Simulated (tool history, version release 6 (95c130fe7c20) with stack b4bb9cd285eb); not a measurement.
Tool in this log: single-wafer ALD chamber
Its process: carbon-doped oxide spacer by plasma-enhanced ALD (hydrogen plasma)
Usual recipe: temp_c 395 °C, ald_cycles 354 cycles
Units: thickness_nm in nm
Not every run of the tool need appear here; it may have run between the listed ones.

run	day	temp_c	ald_cycles	wafers since the last listed run	hours since the last thermocouple change	hours since the gauge calibration	read-back reference wafer on the same gauge, thickness_nm	thickness_nm
1	0	395	385	0	1940.6	324.8	14.796	19.438
2	0.275	395	354	7	1947.2	331.4	14.806	17.739
3	0.738	395	354	12	1958.3	342.5	14.797	17.754
4	2.842	395	354	58	2008.8	393	14.805	17.754
5	3.208	407	354	10	2017.6	401.8	14.796	17.39
6	3.85	407	354	17	2033	417.2	14.8	17.365
7	4.529	395	388	18	2049.3	433.5	14.807	19.554
8	4.888	395	388	9	2057.9	442.1	14.798	19.516
9	5.462	395	388	16	2071.7	455.9	14.79	19.452
10	6.1	387	354	17	2087	471.2	14.799	17.778
11	6.512	395	369	11	2096.9	481.1	14.795	18.438
# day 6.738: gauge calibrated
12	6.938	395	310	11	2107.1	4.8	14.807	15.611
13	7.3	395	310	10	2115.8	13.5	14.797	15.592
14	7.729	399	372	11	2126.1	23.8	14.802	18.754
15	8.054	395	354	9	2133.9	31.6	14.788	17.887
16	8.367	395	354	8	2141.4	39.1	14.799	17.741
17	8.925	395	354	15	2154.8	52.5	14.802	17.724
18	9.529	395	354	16	2169.3	67	14.793	17.767
19	10.179	395	354	18	2184.9	82.6	14.798	17.827
20	10.725	406	321	15	2198	95.7	14.801	15.829
21	11.438	406	321	19	2215.1	112.8	14.798	15.819
22	11.946	390	289	14	2227.3	125	14.784	14.534
23	12.404	403	416	12	2238.3	136	14.791	20.688
24	12.792	382	307	10	2247.6	145.3	14.803	15.422
25	13.067	395	354	7	2254.2	151.9	14.797	17.829
26	13.404	410	414	9	2262.3	160	14.805	20.039
27	14.008	406	354	16	2276.8	174.5	14.804	17.336
28	14.379	395	354	10	2285.7	183.4	14.799	17.676
29	14.688	395	354	8	2293.1	190.8	14.811	17.855
30	15.058	395	354	10	2302	199.7	14.802	17.789
31	15.525	399	292	13	2313.2	210.9	14.8	14.638
32	16.075	387	284	15	2326.4	224.1	14.802	14.2
# day 16.542: thermocouple changed; heater temperature recalibrated
33	16.588	395	354	4	1.1	236.4	14.795	17.799
34	16.938	403	382	9	9.5	244.8	14.793	18.9
35	17.329	395	406	10	18.9	254.2	14.798	20.498
36	17.629	395	354	8	26.1	261.4	14.79	17.838
37	18.008	382	380	10	35.2	270.5	14.802	19.112
38	18.671	384	293	18	51.1	286.4	14.798	14.714
39	18.967	395	354	8	58.2	293.5	14.792	17.738
40	19.604	381	326	17	73.5	308.8	14.794	16.41
41	20.046	400	300	12	84.1	319.4	14.798	15.122
42	20.604	395	388	15	97.5	332.8	14.792	19.416
43	21.458	402	416	23	118	353.3	14.796	20.796

State the hidden condition of the tool at each of the runs:
wafer temperature above the value expected at the setpoint (K): 0, the same for each run
gauge reads high (%): 0, the same for each run

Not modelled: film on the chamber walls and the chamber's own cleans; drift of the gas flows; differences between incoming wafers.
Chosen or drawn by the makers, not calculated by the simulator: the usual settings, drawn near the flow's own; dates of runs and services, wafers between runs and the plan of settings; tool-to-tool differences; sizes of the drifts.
